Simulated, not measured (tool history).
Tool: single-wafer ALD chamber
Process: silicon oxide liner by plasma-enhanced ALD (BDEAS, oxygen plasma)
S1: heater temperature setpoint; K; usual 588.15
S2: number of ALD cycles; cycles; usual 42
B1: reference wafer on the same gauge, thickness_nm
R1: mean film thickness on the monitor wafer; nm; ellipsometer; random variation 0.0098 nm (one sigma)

Run 1, hour 0: usual settings; B1 3.728. Result: R1 4.037 nm.
At hour 24.6: gauge calibrated.
Run 2, hour 33.3: usual settings; B1 3.725. Result: R1 4.015 nm.
Run 3, hour 67.8: usual settings; B1 3.732. Result: R1 4.014 nm.
Run 4, hour 100.4: usual settings; B1 3.731. Result: R1 4.018 nm.
Run 5, hour 125.5: usual settings; B1 3.733. Result: R1 4.021 nm.
Run 6, hour 151.9: usual settings; B1 3.733. Result: R1 4.029 nm.
Run 7, hour 172.6: usual settings; B1 3.731. Result: R1 4.014 nm.
Run 8, hour 192.9: usual settings; B1 3.733. Result: R1 4.013 nm.
Run 9, hour 208.2: usual settings; B1 3.732. Result: R1 4.02 nm.
Run 10, hour 222.4: usual settings; B1 3.731. Result: R1 4.017 nm.
Run 11, hour 245.1: usual settings; B1 3.731. Result: R1 4.014 nm.
Run 12, hour 273: usual settings; B1 3.728. Result: R1 4.018 nm.
Run 13, hour 293.2: usual settings; B1 3.727. Result: R1 4.013 nm.
Run 14, hour 327.1: usual settings but S1 599.15 K; B1 3.731. Result: R1 3.941 nm.
Run 15, hour 344.3: usual settings but S1 599.15 K; B1 3.729. Result: R1 3.943 nm.
Run 16, hour 365.1: usual settings but S1 599.15 K; B1 3.731. Result: R1 3.928 nm.
Run 17, hour 386.9: usual settings but S1 582.15 K, S2 40 cycles; B1 3.728. Result: R1 3.864 nm.
Run 18, hour 402.8: usual settings but S1 582.15 K, S2 40 cycles; B1 3.735. Result: R1 3.875 nm.
Run 19, hour 420.3: usual settings but S1 597.15 K, S2 39 cycles; B1 3.73. Result: R1 3.671 nm.
Run 20, hour 444.6: usual settings but S1 597.15 K, S2 39 cycles; B1 3.732. Result: R1 3.672 nm.
Run 21, hour 468.5: usual settings but S1 597.15 K, S2 39 cycles; B1 3.731. Result: R1 3.679 nm.
Run 22, hour 503.4: usual settings; B1 3.728. Result: R1 4.032 nm.
Run 23, hour 523.8: usual settings; B1 3.729. Result: R1 4.015 nm.
Run 24, hour 558.8: usual settings but S1 600.15 K, S2 34 cycles; B1 3.73. Result: R1 3.191 nm.
Run 25, hour 574.3: usual settings but S1 574.15 K, S2 47 cycles; B1 3.729. Result: R1 4.6 nm.
Run 26, hour 591: usual settings; B1 3.732. Result: R1 4.034 nm.
Run 27, hour 619.6: usual settings; B1 3.726. Result: R1 4.034 nm.
Run 28, hour 652.2: usual settings but S2 40 cycles; B1 3.729. Result: R1 3.838 nm.
Run 29, hour 676.5: usual settings but S1 573.15 K, S2 49 cycles; B1 3.729. Result: R1 4.812 nm.
Run 30, hour 696.6: usual settings but S1 582.15 K, S2 37 cycles; B1 3.733. Result: R1 3.571 nm.
Run 31, hour 755.8: usual settings but S2 38 cycles; B1 3.734. Result: R1 3.644 nm.
Run 32, hour 778.9: usual settings; B1 3.733. Result: R1 4.021 nm.
Run 33, hour 802.5: usual settings but S1 597.15 K, S2 44 cycles; B1 3.726. Result: R1 4.144 nm.
At hour 815.7: gauge calibrated.
At hour 823.4: thermocouple changed; heater temperature recalibrated.
Run 34, hour 837.2: usual settings but S1 599.15 K, S2 40 cycles; B1 3.733. Result: R1 3.754 nm.
Run 35, hour 860.4: usual settings but S1 600.15 K, S2 38 cycles; B1 3.726. Result: R1 3.551 nm.
Run 36, hour 889.6: usual settings but S1 583.15 K, S2 48 cycles; B1 3.727. Result: R1 4.63 nm.

Forecast run 37:
Run 37, hour 913.1: usual settings but S1 593.15 K, S2 48 cycles; B1 ?. Result: R1 ?.

Run 37 gave B1 3.731, R1 4.553 nm.
Without the tool's hidden state the same run would have given R1 4.553 nm.
